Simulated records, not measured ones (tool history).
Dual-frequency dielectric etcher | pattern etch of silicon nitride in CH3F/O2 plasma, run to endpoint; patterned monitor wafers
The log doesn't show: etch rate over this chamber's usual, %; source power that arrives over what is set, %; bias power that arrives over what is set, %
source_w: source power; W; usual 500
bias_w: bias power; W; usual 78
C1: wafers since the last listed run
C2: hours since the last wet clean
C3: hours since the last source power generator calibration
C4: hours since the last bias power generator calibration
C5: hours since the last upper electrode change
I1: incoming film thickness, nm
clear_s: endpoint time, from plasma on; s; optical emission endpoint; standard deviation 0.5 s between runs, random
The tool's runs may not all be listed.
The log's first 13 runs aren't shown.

{"run": 14, "hour": 771.4, "source_w": 500, "bias_w": 78, "C1": 237, "C2": 187.4, "C3": 2736.7, "C4": 130.1, "C5": 5467.5, "I1": 83.8, "clear_s": 88.6}
{"run": 15, "hour": 829.4, "source_w": 500, "bias_w": 78, "C1": 266, "C2": 245.4, "C3": 2794.7, "C4": 188.1, "C5": 5525.5, "I1": 84.1, "clear_s": 89.6}
{"run": 16, "hour": 858.3, "source_w": 500, "bias_w": 78, "C1": 132, "C2": 274.3, "C3": 2823.6, "C4": 217.0, "C5": 5554.4, "I1": 84.2, "clear_s": 91.5}
{"hour": 875.4, "done": "source power generator calibrated"}
{"hour": 909.5, "done": "upper electrode replaced"}
{"run": 17, "hour": 976.5, "source_w": 470, "bias_w": 78, "C1": 413, "C2": 392.5, "C3": 101.1, "C4": 335.2, "C5": 67.0, "I1": 83.5, "clear_s": 92.8}
{"run": 18, "hour": 1045.0, "source_w": 500, "bias_w": 98, "C1": 314, "C2": 461.0, "C3": 169.6, "C4": 403.7, "C5": 135.5, "I1": 83.7, "clear_s": 84.6}
{"run": 19, "hour": 1076.8, "source_w": 420, "bias_w": 84, "C1": 145, "C2": 492.8, "C3": 201.4, "C4": 435.5, "C5": 167.3, "I1": 84.4, "clear_s": 97.6}
{"run": 20, "hour": 1115.1, "source_w": 500, "bias_w": 97, "C1": 175, "C2": 531.1, "C3": 239.7, "C4": 473.8, "C5": 205.6, "I1": 84.1, "clear_s": 86.5}
{"run": 21, "hour": 1161.4, "source_w": 600, "bias_w": 61, "C1": 212, "C2": 577.4, "C3": 286.0, "C4": 520.1, "C5": 251.9, "I1": 84.5, "clear_s": 94.0}
{"run": 22, "hour": 1207.3, "source_w": 540, "bias_w": 68, "C1": 210, "C2": 623.3, "C3": 331.9, "C4": 566.0, "C5": 297.8, "I1": 83.9, "clear_s": 95.2}
{"hour": 1251.2, "done": "wet clean of the chamber"}
{"run": 23, "hour": 1266.1, "source_w": 500, "bias_w": 78, "C1": 159, "C2": 14.9, "C3": 390.7, "C4": 624.8, "C5": 356.6, "I1": 84.7, "clear_s": 88.0}
{"run": 24, "hour": 1316.2, "source_w": 500, "bias_w": 78, "C1": 229, "C2": 65.0, "C3": 440.8, "C4": 674.9, "C5": 406.7, "I1": 84.2, "clear_s": 88.8}
{"run": 25, "hour": 1516.9, "source_w": 540, "bias_w": 67, "C1": 921, "C2": 265.7, "C3": 641.5, "C4": 875.6, "C5": 607.4, "I1": 84.1, "clear_s": 90.9}
{"run": 26, "hour": 1544.3, "source_w": 540, "bias_w": 78, "C1": 125, "C2": 293.1, "C3": 668.9, "C4": 903.0, "C5": 634.8, "I1": 85.0, "clear_s": 88.0}
{"run": 27, "hour": 1600.4, "source_w": 500, "bias_w": 78, "C1": 257, "C2": 349.2, "C3": 725.0, "C4": 959.1, "C5": 690.9, "I1": 84.6, "clear_s": 91.5}
{"run": 28, "hour": 1653.8, "source_w": 620, "bias_w": 62, "C1": 245, "C2": 402.6, "C3": 778.4, "C4": 1012.5, "C5": 744.3, "I1": 84.1, "clear_s": 88.8}
{"run": 29, "hour": 1719.6, "source_w": 460, "bias_w": 89, "C1": 301, "C2": 468.4, "C3": 844.2, "C4": 1078.3, "C5": 810.1, "I1": 84.4, "clear_s": 92.0}
{"run": 30, "hour": 1750.2, "source_w": 610, "bias_w": 94, "C1": 140, "C2": 499.0, "C3": 874.8, "C4": 1108.9, "C5": 840.7, "I1": 83.1, "clear_s": 77.1}
{"hour": 1807.1, "done": "wet clean of the chamber"}
{"run": 31, "hour": 1807.6, "source_w": 500, "bias_w": 84, "C1": 153, "C2": 0.5, "C3": 932.2, "C4": 1166.3, "C5": 898.1, "I1": 84.0, "clear_s": 84.3}
{"run": 32, "hour": 1845.7, "source_w": 450, "bias_w": 64, "C1": 174, "C2": 38.6, "C3": 970.3, "C4": 1204.4, "C5": 936.2, "I1": 84.0, "clear_s": 97.3}
{"run": 33, "hour": 1873.3, "source_w": 500, "bias_w": 94, "C1": 126, "C2": 66.2, "C3": 997.9, "C4": 1232.0, "C5": 963.8, "I1": 83.6, "clear_s": 81.4}
{"run": 34, "hour": 1939.9, "source_w": 560, "bias_w": 85, "C1": 305, "C2": 132.8, "C3": 1064.5, "C4": 1298.6, "C5": 1030.4, "I1": 84.7, "clear_s": 81.0}
{"run": 35, "hour": 1983.3, "source_w": 430, "bias_w": 78, "C1": 199, "C2": 176.2, "C3": 1107.9, "C4": 1342.0, "C5": 1073.8, "I1": 83.6, "clear_s": 94.3}

Each row is a separate what-if for the run after 35, all from the same tool condition, not one after another. Results?
{"run": "A", "hour": 1983.8, "source_w": 500, "bias_w": 78, "C1": 2, "C2": 176.7, "C3": 1108.4, "C4": 1342.5, "C5": 1074.3, "I1": 84.5, "clear_s": "?"}
{"run": "B", "hour": 1983.8, "source_w": 600, "bias_w": 93, "C1": 2, "C2": 176.7, "C3": 1108.4, "C4": 1342.5, "C5": 1074.3, "I1": 84.5, "clear_s": "?"}
{"run": "C", "hour": 1983.8, "source_w": 590, "bias_w": 61, "C1": 2, "C2": 176.7, "C3": 1108.4, "C4": 1342.5, "C5": 1074.3, "I1": 84.5, "clear_s": "?"}
{"run": "D", "hour": 1983.8, "source_w": 410, "bias_w": 61, "C1": 2, "C2": 176.7, "C3": 1108.4, "C4": 1342.5, "C5": 1074.3, "I1": 84.5, "clear_s": "?"}

run=A clear_s=89.1
run=B clear_s=77.1
run=C clear_s=89.4
run=D clear_s=106.4
Had the tool no hidden state, the same runs would have come out as:
run=A clear_s=88.4
run=B clear_s=76.6
run=C clear_s=88.7
run=D clear_s=105.6

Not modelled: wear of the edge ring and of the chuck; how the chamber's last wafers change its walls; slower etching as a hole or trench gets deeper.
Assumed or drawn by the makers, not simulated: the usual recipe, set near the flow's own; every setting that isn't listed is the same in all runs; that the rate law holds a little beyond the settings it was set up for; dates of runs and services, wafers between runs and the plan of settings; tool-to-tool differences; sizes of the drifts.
